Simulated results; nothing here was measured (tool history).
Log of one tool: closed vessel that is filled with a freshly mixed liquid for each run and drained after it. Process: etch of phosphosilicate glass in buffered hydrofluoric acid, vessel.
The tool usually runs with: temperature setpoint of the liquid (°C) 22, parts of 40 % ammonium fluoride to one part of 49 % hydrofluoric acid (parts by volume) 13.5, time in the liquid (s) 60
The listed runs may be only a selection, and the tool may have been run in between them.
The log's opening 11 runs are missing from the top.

| run | hour | temperature setpoint of the liquid (°C) | parts of 40 % ammonium fluoride to one part of 49 % hydrofluoric acid (parts by volume) | time in the liquid (s) | wafers since the last listed run | hours since the thermometer was replaced | hours since the hydrofluoric acid flow meter was replaced | hours since the gauge calibration | read-back film thickness of the phosphosilicate glass reference wafer, read on the same gauge (nm) | thickness taken off the phosphosilicate glass on a monitor wafer (Å) |
|---|---|---|---|---|---|---|---|---|---|---|
| 12 | 151.8 | 22 | 13.5 | 60 | 697 | 819.4 | 1233.7 | 248.7 | 50.01 | 2122.8 |
| 13 | 162.9 | 22 | 13.5 | 45 | 766 | 830.5 | 1244.8 | 259.8 | 50.03 | 1587.9 |
| 14 | 178.5 | 22 | 13.5 | 45 | 1077 | 846.1 | 1260.4 | 275.4 | 50 | 1584.7 |
|  | 180 | gauge calibrated |
| 15 | 188.2 | 22 | 13.5 | 45 | 670 | 855.8 | 1270.1 | 8.2 | 49.98 | 1596.5 |
| 16 | 202.5 | 26.5 | 17 | 40 | 987 | 870.1 | 1284.4 | 22.5 | 50.01 | 1448.1 |
| 17 | 220.1 | 22 | 17 | 90 | 1215 | 887.7 | 1302 | 40.1 | 50.01 | 2511.8 |
| 18 | 237.6 | 24 | 13.5 | 45 | 1208 | 905.2 | 1319.5 | 57.6 | 50 | 1773.9 |
|  | 245.8 | thermometer replaced |
| 19 | 249.8 | 19.5 | 9 | 90 | 773 | 4 | 1331.7 | 69.8 | 49.99 | 4044.9 |
|  | 266 | hydrofluoric acid flow meter replaced |
| 20 | 266.5 | 19.5 | 9.5 | 90 | 1084 | 20.7 | 0.5 | 86.5 | 50.02 | 3508 |
| 21 | 282.8 | 22 | 13.5 | 60 | 1126 | 37 | 16.8 | 102.8 | 49.98 | 1963.2 |
| 22 | 296.6 | 26 | 13.5 | 60 | 953 | 50.8 | 30.6 | 116.6 | 50.01 | 2409.6 |
| 23 | 308.1 | 22 | 13.5 | 60 | 794 | 62.3 | 42.1 | 128.1 | 49.99 | 1959.2 |
| 24 | 324.2 | 17 | 13.5 | 30 | 1112 | 78.4 | 58.2 | 144.2 | 50 | 744.4 |
| 25 | 338.6 | 22 | 19 | 60 | 994 | 92.8 | 72.6 | 158.6 | 49.99 | 1393.2 |
| 26 | 346.3 | 19 | 13.5 | 80 | 531 | 100.5 | 80.3 | 166.3 | 49.99 | 2242.4 |
| 27 | 360.3 | 22 | 13.5 | 60 | 967 | 114.5 | 94.3 | 180.3 | 50.02 | 1974.3 |
| 28 | 370.5 | 18 | 11 | 45 | 704 | 124.7 | 104.5 | 190.5 | 49.99 | 1428.3 |
| 29 | 380.1 | 23.5 | 13.5 | 40 | 663 | 134.3 | 114.1 | 200.1 | 50.01 | 1432.2 |
| 30 | 398 | 22 | 13.5 | 60 | 1236 | 152.2 | 132 | 218 | 49.99 | 1968.3 |

Branching from run 30: 4 alternative next runs. What would each branch give?
| A | 398.7 | 22 | 17 | 60 | 48 | 152.9 | 132.7 | 218.7 | ? | ? |
| B | 398.7 | 24.5 | 13.5 | 85 | 48 | 152.9 | 132.7 | 218.7 | ? | ? |
| C | 398.7 | 20 | 16.5 | 75 | 48 | 152.9 | 132.7 | 218.7 | ? | ? |
| D | 398.7 | 19 | 17.5 | 95 | 48 | 152.9 | 132.7 | 218.7 | ? | ? |

| run | read-back film thickness of the phosphosilicate glass reference wafer, read on the same gauge (nm) | thickness taken off the phosphosilicate glass on a monitor wafer (Å) |
|---|---|---|
| A | 49.99 | 1558.4 |
| B | 49.99 | 3175.9 |
| C | 49.99 | 1794.5 |
| D | 49.99 | 2027.7 |
Without the tool's hidden state the same runs would have given:
| run | thickness taken off the phosphosilicate glass on a monitor wafer (Å) |
|---|---|
| A | 1505.9 |
| B | 3069.6 |
| C | 1734.1 |
| D | 1959.3 |

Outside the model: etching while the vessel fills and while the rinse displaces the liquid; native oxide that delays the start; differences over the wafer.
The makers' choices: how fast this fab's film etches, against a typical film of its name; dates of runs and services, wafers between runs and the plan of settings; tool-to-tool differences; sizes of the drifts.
